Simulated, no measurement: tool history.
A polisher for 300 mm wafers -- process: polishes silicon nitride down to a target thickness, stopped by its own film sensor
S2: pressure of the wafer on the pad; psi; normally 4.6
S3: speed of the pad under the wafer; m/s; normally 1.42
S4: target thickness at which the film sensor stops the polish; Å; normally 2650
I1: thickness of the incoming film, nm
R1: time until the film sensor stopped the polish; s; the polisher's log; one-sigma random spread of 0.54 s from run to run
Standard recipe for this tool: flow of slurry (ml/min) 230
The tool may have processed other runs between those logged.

run 1 hour=0.0 | flow_of_slurry_(ml/min)=230 S2=4.6 S3=1.42 S4=2650 | I1=450.7 | R1=65.0
run 2 hour=30.1 | flow_of_slurry_(ml/min)=230 S2=4.6 S3=1.42 S4=2650 | I1=448.8 | R1=64.1
run 3 hour=83.5 | flow_of_slurry_(ml/min)=230 S2=4.6 S3=1.58 S4=2650 | I1=451.9 | R1=62.7
run 4 hour=120.9 | flow_of_slurry_(ml/min)=230 S2=4.6 S3=1.58 S4=2650 | I1=446.3 | R1=60.5
run 5 hour=178.2 | flow_of_slurry_(ml/min)=230 S2=4.6 S3=1.42 S4=3060 | I1=447.8 | R1=50.5
run 6 hour=227.0 | flow_of_slurry_(ml/min)=230 S2=4.6 S3=1.42 S4=3060 | I1=447.3 | R1=50.6
-- hour=251.0 worn pad replaced by a new one
-- hour=257.8 slurry nozzle cleaned
run 7 hour=258.3 | flow_of_slurry_(ml/min)=230 S2=4.6 S3=1.42 S4=3060 | I1=445.6 | R1=47.5
run 8 hour=287.9 | flow_of_slurry_(ml/min)=230 S2=5.0 S3=1.42 S4=2650 | I1=450.3 | R1=58.7
run 9 hour=356.7 | flow_of_slurry_(ml/min)=230 S2=5.0 S3=1.42 S4=2650 | I1=455.9 | R1=60.8
run 10 hour=423.9 | flow_of_slurry_(ml/min)=230 S2=5.0 S3=1.42 S4=2650 | I1=445.4 | R1=56.5
run 11 hour=470.6 | flow_of_slurry_(ml/min)=230 S2=4.6 S3=1.42 S4=2650 | I1=458.8 | R1=67.5
run 12 hour=511.6 | flow_of_slurry_(ml/min)=230 S2=4.6 S3=1.42 S4=2650 | I1=451.4 | R1=65.1
run 13 hour=560.9 | flow_of_slurry_(ml/min)=230 S2=4.6 S3=1.42 S4=2650 | I1=449.7 | R1=65.7
-- hour=602.8 head pressure recalibrated
run 14 hour=609.9 | flow_of_slurry_(ml/min)=230 S2=5.6 S3=1.42 S4=2650 | I1=456.3 | R1=55.5
run 15 hour=637.9 | flow_of_slurry_(ml/min)=230 S2=4.6 S3=1.42 S4=2650 | I1=450.7 | R1=65.9
-- hour=669.5 slurry nozzle cleaned
-- hour=687.9 worn pad replaced by a new one
run 16 hour=694.0 | flow_of_slurry_(ml/min)=230 S2=5.1 S3=1.42 S4=2650 | I1=443.6 | R1=54.7
run 17 hour=756.4 | flow_of_slurry_(ml/min)=230 S2=5.3 S3=1.42 S4=2650 | I1=450.1 | R1=54.9
run 18 hour=782.0 | flow_of_slurry_(ml/min)=185 S2=4.6 S3=1.42 S4=2650 | I1=445.6 | R1=64.0
run 19 hour=842.4 | flow_of_slurry_(ml/min)=165 S2=4.6 S3=1.42 S4=3210 | I1=454.7 | R1=49.7
run 20 hour=881.0 | flow_of_slurry_(ml/min)=185 S2=4.6 S3=1.82 S4=2360 | I1=458.6 | R1=71.7
run 21 hour=956.8 | flow_of_slurry_(ml/min)=205 S2=5.5 S3=1.42 S4=3070 | I1=449.3 | R1=43.1
run 22 hour=1011.5 | flow_of_slurry_(ml/min)=155 S2=4.6 S3=1.24 S4=2650 | I1=445.2 | R1=74.3
-- hour=1052.9 worn pad replaced by a new one
run 23 hour=1057.9 | flow_of_slurry_(ml/min)=230 S2=4.6 S3=1.42 S4=2230 | I1=458.3 | R1=84.1
run 24 hour=1124.7 | flow_of_slurry_(ml/min)=230 S2=4.6 S3=1.42 S4=2650 | I1=443.3 | R1=64.5
-- hour=1170.9 slurry nozzle cleaned
run 25 hour=1179.6 | flow_of_slurry_(ml/min)=255 S2=4.6 S3=1.42 S4=3170 | I1=444.6 | R1=43.0
run 26 hour=1210.6 | flow_of_slurry_(ml/min)=230 S2=4.6 S3=1.42 S4=2650 | I1=456.4 | R1=64.9
run 27 hour=1250.4 | flow_of_slurry_(ml/min)=230 S2=5.0 S3=1.16 S4=2650 | I1=450.9 | R1=64.4
run 28 hour=1280.8 | flow_of_slurry_(ml/min)=230 S2=4.6 S3=1.42 S4=2650 | I1=442.8 | R1=60.6
run 29 hour=1313.7 | flow_of_slurry_(ml/min)=230 S2=4.6 S3=1.42 S4=2650 | I1=447.1 | R1=62.3
run 30 hour=1358.5 | flow_of_slurry_(ml/min)=280 S2=4.6 S3=1.42 S4=2650 | I1=442.6 | R1=60.8
run 31 hour=1423.7 | flow_of_slurry_(ml/min)=230 S2=3.8 S3=1.22 S4=2130 | I1=450.8 | R1=108.4
-- hour=1483.5 worn pad replaced by a new one
run 32 hour=1484.0 | flow_of_slurry_(ml/min)=230 S2=4.6 S3=1.42 S4=2650 | I1=446.8 | R1=64.6
run 33 hour=1546.0 | flow_of_slurry_(ml/min)=230 S2=4.6 S3=1.42 S4=3050 | I1=442.3 | R1=48.6
-- hour=1587.9 slurry nozzle cleaned
run 34 hour=1597.3 | flow_of_slurry_(ml/min)=230 S2=4.6 S3=1.42 S4=2650 | I1=453.2 | R1=63.3

The next listed run, before its measurement:
run 35 hour=1664.4 | flow_of_slurry_(ml/min)=230 S2=4.6 S3=1.42 S4=2650 | I1=452.1 | R1=?

{"run 35": {"R1": 64.3}}
Minus the tool's unlogged condition, the same run would have read R1 63.7 s.
